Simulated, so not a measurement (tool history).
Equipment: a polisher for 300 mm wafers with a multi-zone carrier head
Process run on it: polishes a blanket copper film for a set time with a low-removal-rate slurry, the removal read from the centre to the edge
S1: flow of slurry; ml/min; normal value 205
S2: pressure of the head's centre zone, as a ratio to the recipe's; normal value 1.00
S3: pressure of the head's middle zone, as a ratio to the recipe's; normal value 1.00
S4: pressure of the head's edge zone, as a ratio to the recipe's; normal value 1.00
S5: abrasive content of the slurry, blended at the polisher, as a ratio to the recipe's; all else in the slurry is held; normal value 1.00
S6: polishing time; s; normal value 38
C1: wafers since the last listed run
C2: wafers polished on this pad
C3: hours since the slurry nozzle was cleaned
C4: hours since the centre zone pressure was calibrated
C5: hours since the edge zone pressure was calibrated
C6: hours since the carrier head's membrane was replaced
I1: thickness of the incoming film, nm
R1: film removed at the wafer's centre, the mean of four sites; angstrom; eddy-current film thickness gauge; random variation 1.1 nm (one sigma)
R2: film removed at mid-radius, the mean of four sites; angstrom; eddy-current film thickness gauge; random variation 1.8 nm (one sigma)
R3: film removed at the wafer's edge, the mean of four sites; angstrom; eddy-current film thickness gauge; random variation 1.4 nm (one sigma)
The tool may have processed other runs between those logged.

run 1 hour=0.0 | S1=205 S2=1.00 S3=1.00 S4=1.00 S5=1.00 S6=38 | C1=0 C2=5790 C3=800.3 C4=503.9 C5=851.6 C6=601.0 | I1=863.4 | R1=1327 R2=1329 R3=1357
-- hour=3.9 slurry nozzle cleaned
-- hour=53.1 carrier head's membrane replaced by a new one
run 2 hour=68.4 | S1=205 S2=1.00 S3=1.06 S4=1.00 S5=1.00 S6=38 | C1=848 C2=6639 C3=64.5 C4=572.3 C5=920.0 C6=15.3 | I1=847.1 | R1=1322 R2=1443 R3=1310
-- hour=99.2 centre zone pressure recalibrated
-- hour=142.8 edge zone pressure recalibrated
run 3 hour=161.1 | S1=150 S2=1.00 S3=1.07 S4=1.00 S5=1.00 S6=38 | C1=1206 C2=7845 C3=157.2 C4=61.9 C5=18.3 C6=108.0 | I1=855.8 | R1=1224 R2=1310 R3=1247
-- hour=289.1 worn pad replaced by a new one
run 4 hour=359.5 | S1=205 S2=1.00 S3=1.00 S4=0.96 S5=0.85 S6=38 | C1=2644 C2=957 C3=355.6 C4=260.3 C5=216.7 C6=306.4 | I1=857.6 | R1=1346 R2=1333 R3=1327
run 5 hour=423.2 | S1=205 S2=1.10 S3=1.00 S4=0.96 S5=1.00 S6=31 | C1=866 C2=1824 C3=419.3 C4=324.0 C5=280.4 C6=370.1 | I1=865.8 | R1=1249 R2=1128 R3=1118
run 6 hour=519.1 | S1=150 S2=1.11 S3=1.00 S4=0.95 S5=0.70 S6=38 | C1=1304 C2=3128 C3=515.2 C4=419.9 C5=376.3 C6=466.0 | I1=862.1 | R1=1335 R2=1218 R3=1205
run 7 hour=578.6 | S1=205 S2=1.00 S3=1.00 S4=1.00 S5=1.00 S6=38 | C1=809 C2=3937 C3=574.7 C4=479.4 C5=435.8 C6=525.5 | I1=856.7 | R1=1369 R2=1364 R3=1392
-- hour=682.3 centre zone pressure recalibrated
run 8 hour=684.2 | S1=205 S2=1.00 S3=1.00 S4=0.89 S5=1.00 S6=38 | C1=1409 C2=5347 C3=680.3 C4=1.9 C5=541.4 C6=631.1 | I1=847.1 | R1=1347 R2=1348 R3=1272
-- hour=760.8 carrier head's membrane replaced by a new one
run 9 hour=781.1 | S1=205 S2=1.11 S3=0.95 S4=1.00 S5=0.70 S6=43 | C1=1249 C2=6596 C3=777.2 C4=98.8 C5=638.3 C6=20.3 | I1=859.4 | R1=1527 R2=1323 R3=1362
-- hour=826.8 slurry nozzle cleaned
run 10 hour=833.1 | S1=260 S2=1.00 S3=1.00 S4=1.00 S5=1.00 S6=38 | C1=693 C2=7290 C3=6.3 C4=150.8 C5=690.3 C6=72.3 | I1=853.1 | R1=1337 R2=1330 R3=1329
-- hour=861.7 worn pad replaced by a new one
run 11 hour=917.5 | S1=205 S2=0.94 S3=1.10 S4=0.91 S5=0.75 S6=38 | C1=1093 C2=759 C3=90.7 C4=235.2 C5=774.7 C6=156.7 | I1=852.5 | R1=1217 R2=1436 R3=1264
run 12 hour=978.2 | S1=205 S2=1.00 S3=1.00 S4=1.00 S5=1.00 S6=38 | C1=825 C2=1585 C3=151.4 C4=295.9 C5=835.4 C6=217.4 | I1=845.2 | R1=1401 R2=1438 R3=1403
run 13 hour=1071.4 | S1=205 S2=0.95 S3=1.00 S4=1.04 S5=1.00 S6=38 | C1=1267 C2=2852 C3=244.6 C4=389.1 C5=928.6 C6=310.6 | I1=856.1 | R1=1324 R2=1394 R3=1406
run 14 hour=1134.0 | S1=205 S2=0.89 S3=1.00 S4=1.00 S5=1.00 S6=38 | C1=851 C2=3704 C3=307.2 C4=451.7 C5=991.2 C6=373.2 | I1=867.0 | R1=1212 R2=1392 R3=1376
-- hour=1209.9 edge zone pressure recalibrated
run 15 hour=1210.4 | S1=205 S2=0.94 S3=1.00 S4=1.00 S5=1.00 S6=38 | C1=1011 C2=4716 C3=383.6 C4=528.1 C5=0.5 C6=449.6 | I1=854.0 | R1=1261 R2=1373 R3=1356
run 16 hour=1251.3 | S1=205 S2=1.11 S3=1.00 S4=1.05 S5=1.00 S6=38 | C1=556 C2=5272 C3=424.5 C4=569.0 C5=41.4 C6=490.5 | I1=873.5 | R1=1473 R2=1334 R3=1382
-- hour=1312.9 carrier head's membrane replaced by a new one
run 17 hour=1341.8 | S1=205 S2=1.00 S3=1.00 S4=1.00 S5=0.85 S6=38 | C1=1162 C2=6435 C3=515.0 C4=659.5 C5=131.9 C6=28.9 | I1=867.6 | R1=1265 R2=1299 R3=1273
run 18 hour=1382.4 | S1=205 S2=1.00 S3=1.00 S4=1.00 S5=1.00 S6=38 | C1=552 C2=6987 C3=555.6 C4=700.1 C5=172.5 C6=69.5 | I1=876.2 | R1=1292 R2=1345 R3=1311
-- hour=1411.2 worn pad replaced by a new one
-- hour=1415.8 centre zone pressure recalibrated
run 19 hour=1436.3 | S1=140 S2=1.00 S3=1.00 S4=0.91 S5=1.10 S6=38 | C1=651 C2=313 C3=609.5 C4=20.5 C5=226.4 C6=123.4 | I1=855.8 | R1=1305 R2=1325 R3=1289
run 20 hour=1506.6 | S1=205 S2=1.00 S3=0.93 S4=1.00 S5=0.75 S6=38 | C1=956 C2=1270 C3=679.8 C4=90.8 C5=296.7 C6=193.7 | I1=862.4 | R1=1303 R2=1225 R3=1311
run 21 hour=1562.2 | S1=135 S2=1.00 S3=1.07 S4=1.05 S5=0.80 S6=38 | C1=756 C2=2026 C3=735.4 C4=146.4 C5=352.3 C6=249.3 | I1=846.2 | R1=1214 R2=1324 R3=1258
run 22 hour=1656.1 | S1=205 S2=1.00 S3=1.00 S4=1.00 S5=1.00 S6=38 | C1=1277 C2=3303 C3=829.3 C4=240.3 C5=446.2 C6=343.2 | I1=854.5 | R1=1357 R2=1378 R3=1360

Across each entry between runs, compare the hidden state at the last listed run before it with the hidden state at the first listed run after it:
Run 1 -> run 2: slurry nozzle cleaned (hour 3.9); carrier head's membrane replaced by a new one (hour 53.1)
  removal rate lost through wear of the pad, %: 4.86 -> 6.34
  what was measured, less what the result would be without the hidden state, R1: -68 -> -90 angstrom; R2: -68 -> -98 angstrom; R3: -70 -> -89 angstrom
Run 2 -> run 3: centre zone pressure recalibrated (hour 99.2); edge zone pressure recalibrated (hour 142.8)
  removal rate lost through wear of the pad, %: 6.34 -> 8.71
  what was measured, less what the result would be without the hidden state, R1: -90 -> -117 angstrom; R2: -98 -> -125 angstrom; R3: -89 -> -119 angstrom
Run 3 -> run 4: worn pad replaced by a new one (hour 289.1)
  removal rate lost through wear of the pad, %: 8.71 -> 0.716
  what was measured, less what the result would be without the hidden state, R1: -117 -> -9 angstrom; R2: -125 -> -10 angstrom; R3: -119 -> -10 angstrom
Run 7 -> run 8: centre zone pressure recalibrated (hour 682.3)
  removal rate lost through wear of the pad, %: 2.58 -> 4.29
  what was measured, less what the result would be without the hidden state, R1: -36 -> -60 angstrom; R2: -36 -> -60 angstrom; R3: -37 -> -57 angstrom
Run 8 -> run 9: carrier head's membrane replaced by a new one (hour 760.8)
  removal rate lost through wear of the pad, %: 4.29 -> 6.32
  what was measured, less what the result would be without the hidden state, R1: -60 -> -103 angstrom; R2: -60 -> -90 angstrom; R3: -57 -> -92 angstrom
Run 9 -> run 10: slurry nozzle cleaned (hour 826.8)
  removal rate lost through wear of the pad, %: 6.32 -> 7.59
  what was measured, less what the result would be without the hidden state, R1: -103 -> -110 angstrom; R2: -90 -> -110 angstrom; R3: -92 -> -109 angstrom
Run 10 -> run 11: worn pad replaced by a new one (hour 861.7)
  removal rate lost through wear of the pad, %: 7.59 -> 0.422
  what was measured, less what the result would be without the hidden state, R1: -110 -> -6 angstrom; R2: -110 -> -6 angstrom; R3: -109 -> -5 angstrom
Run 14 -> run 15: edge zone pressure recalibrated (hour 1209.9)
  removal rate lost through wear of the pad, %: 2.1 -> 3.22
  what was measured, less what the result would be without the hidden state, R1: -26 -> -42 angstrom; R2: -30 -> -46 angstrom; R3: -30 -> -46 angstrom
Run 16 -> run 17: carrier head's membrane replaced by a new one (hour 1312.9)
  removal rate lost through wear of the pad, %: 3.93 -> 5.79
  what was measured, less what the result would be without the hidden state, R1: -60 -> -78 angstrom; R2: -54 -> -80 angstrom; R3: -57 -> -78 angstrom
Run 18 -> run 19: worn pad replaced by a new one (hour 1411.2); centre zone pressure recalibrated (hour 1415.8)
  removal rate lost through wear of the pad, %: 6.75 -> 1.18
  what was measured, less what the result would be without the hidden state, R1: -93 -> -16 angstrom; R2: -97 -> -16 angstrom; R3: -95 -> -15 angstrom
